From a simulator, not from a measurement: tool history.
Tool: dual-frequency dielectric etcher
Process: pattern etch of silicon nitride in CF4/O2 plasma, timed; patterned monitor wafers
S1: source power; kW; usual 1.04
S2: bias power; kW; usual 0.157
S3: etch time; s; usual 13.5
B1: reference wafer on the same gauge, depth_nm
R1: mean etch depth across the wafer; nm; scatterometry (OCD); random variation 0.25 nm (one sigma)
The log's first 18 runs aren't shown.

Run 19, day 22.196: usual settings but S2 0.127 kW; B1 52.43. Result: R1 43.82 nm.
At day 22.796: gauge calibrated.
Run 20, day 23.171: usual settings; B1 52.41. Result: R1 46.76 nm.
Run 21, day 24.462: usual settings; B1 52.38. Result: R1 46.69 nm.
Run 22, day 25.533: usual settings but S1 0.84 kW, S2 0.119 kW, S3 11 s; B1 52.36. Result: R1 30.26 nm.
Run 23, day 26.538: usual settings; B1 52.39. Result: R1 46.7 nm.
Run 24, day 27.483: usual settings but S3 15 s; B1 52.33. Result: R1 52.08 nm.
Run 25, day 28.338: usual settings but S1 1.11 kW, S2 0.124 kW; B1 52.45. Result: R1 45.43 nm.
Run 26, day 28.888: usual settings but S1 0.94 kW, S2 0.186 kW, S3 17.5 s; B1 52.35. Result: R1 60.1 nm.
Run 27, day 30.129: usual settings but S1 0.86 kW, S2 0.181 kW, S3 11 s; B1 52.39. Result: R1 35.14 nm.
Run 28, day 31.283: usual settings but S1 0.84 kW; B1 52.47. Result: R1 40.87 nm.
Run 29, day 32.704: usual settings; B1 52.38. Result: R1 46.44 nm.
Run 30, day 33.854: usual settings but S1 0.82 kW, S2 0.137 kW; B1 52.39. Result: R1 38.34 nm.
Run 31, day 34.512: usual settings but S1 0.93 kW, S2 0.119 kW; B1 52.43. Result: R1 40.07 nm.

3 ways to go on from here, each from the tool as it stands after run 31. What would each give?
Run A, day 34.529: usual settings but S1 0.79 kW; B1 ?. Result: R1 ?.
Run B, day 34.529: usual settings but S1 1.13 kW, S2 0.122 kW, S3 11.5 s; B1 ?. Result: R1 ?.
Run C, day 34.529: usual settings but S1 0.97 kW; B1 ?. Result: R1 ?.

run     B1     R1
  A  52.47  38.56
  B  52.47  38.56
  C  52.47  44.03
Without the tool's hidden state the same runs would have given:
run     R1
  A  38.56
  B  38.56
  C  44.03
